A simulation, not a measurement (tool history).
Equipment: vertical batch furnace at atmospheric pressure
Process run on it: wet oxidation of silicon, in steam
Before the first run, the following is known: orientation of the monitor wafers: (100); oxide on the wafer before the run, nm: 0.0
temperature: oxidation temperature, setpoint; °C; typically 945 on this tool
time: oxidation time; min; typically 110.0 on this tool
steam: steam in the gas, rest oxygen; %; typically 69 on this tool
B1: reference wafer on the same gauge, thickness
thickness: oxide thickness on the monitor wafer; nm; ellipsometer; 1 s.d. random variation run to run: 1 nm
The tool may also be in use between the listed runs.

Run 1, hour 0.0: usual settings; B1 411.94. Result: thickness 336.00 nm.
At hour 31.7: gauge calibrated.
Run 2, hour 40.5: usual settings; B1 411.97. Result: thickness 337.94 nm.
Run 3, hour 76.8: usual settings; B1 412.03. Result: thickness 337.06 nm.
Run 4, hour 126.5: usual settings but temperature 934 °C; B1 411.70. Result: thickness 302.36 nm.
Run 5, hour 169.7: usual settings but temperature 934 °C; B1 412.07. Result: thickness 302.02 nm.
At hour 221.0: steam generator serviced.
Run 6, hour 225.3: usual settings; B1 411.92. Result: thickness 359.13 nm.
Run 7, hour 261.0: usual settings; B1 411.87. Result: thickness 358.74 nm.
Run 8, hour 296.4: usual settings; B1 411.89. Result: thickness 357.28 nm.
Run 9, hour 326.9: usual settings; B1 411.85. Result: thickness 357.14 nm.
Run 10, hour 362.9: usual settings; B1 411.96. Result: thickness 356.38 nm.
Run 11, hour 428.1: usual settings; B1 412.01. Result: thickness 355.21 nm.
Run 12, hour 461.3: usual settings but temperature 937 °C, time 152.0 min; B1 411.81. Result: thickness 423.10 nm.
Run 13, hour 508.5: usual settings but temperature 960 °C, steam 76 %; B1 411.90. Result: thickness 436.71 nm.
At hour 527.7: gauge calibrated.
At hour 550.5: thermocouples replaced and temperature profile calibrated.
Run 14, hour 551.0: usual settings but temperature 964 °C; B1 412.03. Result: thickness 418.84 nm.
Run 15, hour 581.0: usual settings but temperature 962 °C, steam 65 %; B1 412.02. Result: thickness 392.95 nm.
Run 16, hour 640.6: usual settings but temperature 928 °C, time 58.5 min, steam 63 %; B1 411.70. Result: thickness 160.90 nm.
Run 17, hour 699.4: usual settings but temperature 954 °C, time 148.0 min, steam 65 %; B1 411.85. Result: thickness 456.76 nm.
Run 18, hour 736.3: usual settings but temperature 960 °C, time 131.5 min, steam 64 %; B1 411.93. Result: thickness 433.82 nm.

4 options for the next run, each taken on its own from the tool as it stands now. Forecast them:
Run A, hour 741.9: usual settings; B1 ?. Result: thickness ?.
Run B, hour 741.9: usual settings but time 144.0 min; B1 ?. Result: thickness ?.
Run C, hour 741.9: usual settings but temperature 936 °C, time 129.0 min, steam 58 %; B1 ?. Result: thickness ?.
Run D, hour 741.9: usual settings but time 77.0 min, steam 81 %; B1 ?. Result: thickness ?.

run      B1  thickness
  A  411.93     349.90
  B  411.93     430.37
  C  411.93     317.44
  D  411.93     299.57
Take away the tool's hidden state, keep each run's random variation, and the runs would have read:
run  thickness
  A     365.06
  B     448.40
  C     331.57
  D     312.88
